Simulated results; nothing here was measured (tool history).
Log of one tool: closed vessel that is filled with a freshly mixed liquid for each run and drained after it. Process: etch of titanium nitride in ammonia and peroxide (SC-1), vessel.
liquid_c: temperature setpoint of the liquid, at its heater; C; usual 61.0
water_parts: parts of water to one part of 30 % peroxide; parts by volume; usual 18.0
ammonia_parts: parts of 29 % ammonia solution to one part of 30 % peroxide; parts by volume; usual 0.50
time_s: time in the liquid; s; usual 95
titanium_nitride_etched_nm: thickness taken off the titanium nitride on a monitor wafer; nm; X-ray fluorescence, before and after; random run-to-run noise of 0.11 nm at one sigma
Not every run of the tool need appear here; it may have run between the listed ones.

| run | day | liquid_c | water_parts | ammonia_parts | time_s | wafers since the last listed run | hours since the thermometer was replaced | hours since the ammonia flow meter was replaced | hours since the drum of ammonia solution was connected | hours since the gauge calibration | read-back film thickness of the titanium nitride reference wafer, read on the same gauge (nm) | titanium_nitride_etched_nm |
|---|---|---|---|---|---|---|---|---|---|---|---|---|
| 1 | 0.000 | 61.0 | 18.0 | 0.70 | 95 | 0 | 1016.3 | 568.8 | 456.8 | 471.9 | 117.92 | 14.14 |
|  | 1.979 | ammonia flow meter replaced |
| 2 | 3.054 | 61.0 | 18.0 | 0.70 | 95 | 7088 | 1089.6 | 25.8 | 530.1 | 545.2 | 117.46 | 14.17 |
| 3 | 7.079 | 61.0 | 13.5 | 0.50 | 95 | 9471 | 1186.2 | 122.4 | 626.7 | 641.8 | 116.78 | 15.49 |
| 4 | 10.746 | 61.0 | 18.0 | 0.50 | 95 | 8628 | 1274.2 | 210.4 | 714.7 | 729.8 | 116.07 | 13.20 |
|  | 10.971 | gauge calibrated |
| 5 | 12.967 | 61.0 | 18.0 | 0.50 | 95 | 5225 | 1327.5 | 263.7 | 768.0 | 47.9 | 120.17 | 13.32 |
|  | 13.450 | new drum of ammonia solution connected |
| 6 | 16.221 | 61.0 | 18.0 | 0.50 | 95 | 7559 | 1405.6 | 341.8 | 66.5 | 126.0 | 120.07 | 13.59 |
| 7 | 19.750 | 61.0 | 18.0 | 0.50 | 80 | 8304 | 1490.3 | 426.5 | 151.2 | 210.7 | 119.92 | 11.34 |
| 8 | 21.525 | 61.0 | 18.0 | 0.50 | 80 | 4176 | 1532.9 | 469.1 | 193.8 | 253.3 | 119.79 | 11.50 |
| 9 | 24.896 | 61.0 | 18.0 | 0.50 | 80 | 7932 | 1613.8 | 550.0 | 274.7 | 334.2 | 119.51 | 11.39 |
|  | 28.304 | ammonia flow meter replaced |
| 10 | 28.617 | 69.5 | 18.0 | 0.50 | 120 | 8657 | 1703.1 | 7.5 | 364.0 | 423.5 | 119.11 | 28.95 |
| 11 | 30.138 | 61.0 | 18.0 | 0.50 | 80 | 3578 | 1739.6 | 44.0 | 400.5 | 460.0 | 118.90 | 11.15 |
| 12 | 32.858 | 61.0 | 13.5 | 0.40 | 60 | 6402 | 1804.9 | 109.3 | 465.8 | 525.3 | 118.52 | 9.55 |
| 13 | 36.000 | 56.0 | 18.0 | 0.40 | 95 | 7392 | 1880.3 | 184.7 | 541.2 | 600.7 | 118.03 | 9.15 |
| 14 | 37.967 | 61.0 | 18.0 | 0.70 | 60 | 4627 | 1927.5 | 231.9 | 588.4 | 647.9 | 117.64 | 8.73 |
|  | 41.867 | thermometer replaced |
|  | 45.217 | new drum of ammonia solution connected |
|  | 47.112 | gauge calibrated |
| 15 | 47.971 | 61.0 | 18.0 | 0.50 | 70 | 23345 | 146.5 | 472.0 | 66.1 | 20.6 | 119.72 | 10.05 |
| 16 | 50.817 | 61.0 | 18.0 | 0.50 | 95 | 6696 | 214.8 | 540.3 | 134.4 | 88.9 | 119.68 | 13.31 |
| 17 | 54.517 | 68.0 | 18.0 | 0.65 | 95 | 8706 | 303.6 | 629.1 | 223.2 | 177.7 | 119.53 | 21.92 |
| 18 | 56.525 | 56.0 | 24.0 | 0.40 | 65 | 4725 | 351.8 | 677.3 | 271.4 | 225.9 | 119.43 | 5.35 |
|  | 58.475 | ammonia flow meter replaced |
| 19 | 60.888 | 61.0 | 20.5 | 0.50 | 95 | 10167 | 456.5 | 57.9 | 376.1 | 330.6 | 119.07 | 12.46 |

5 options for the next run, each taken on its own from the tool as it stands now. Forecast them:
| A | 60.917 | 61.0 | 18.0 | 0.75 | 95 | 68 | 457.2 | 58.6 | 376.8 | 331.3 | ? | ? |
| B | 60.917 | 68.5 | 18.0 | 0.50 | 125 | 68 | 457.2 | 58.6 | 376.8 | 331.3 | ? | ? |
| C | 60.917 | 61.0 | 25.5 | 0.50 | 115 | 68 | 457.2 | 58.6 | 376.8 | 331.3 | ? | ? |
| D | 60.917 | 65.0 | 20.5 | 0.70 | 95 | 68 | 457.2 | 58.6 | 376.8 | 331.3 | ? | ? |
| E | 60.917 | 61.0 | 18.0 | 0.50 | 115 | 68 | 457.2 | 58.6 | 376.8 | 331.3 | ? | ? |

| run | read-back film thickness of the titanium nitride reference wafer, read on the same gauge (nm) | titanium_nitride_etched_nm |
|---|---|---|
| A | 119.07 | 14.20 |
| B | 119.07 | 27.99 |
| C | 119.07 | 13.14 |
| D | 119.07 | 16.89 |
| E | 119.07 | 15.97 |
The same runs, with their run-to-run variation unchanged, on a tool lacking any hidden condition would have given:
| run | titanium_nitride_etched_nm |
|---|---|
| A | 14.31 |
| B | 28.21 |
| C | 13.24 |
| D | 17.02 |
| E | 16.09 |
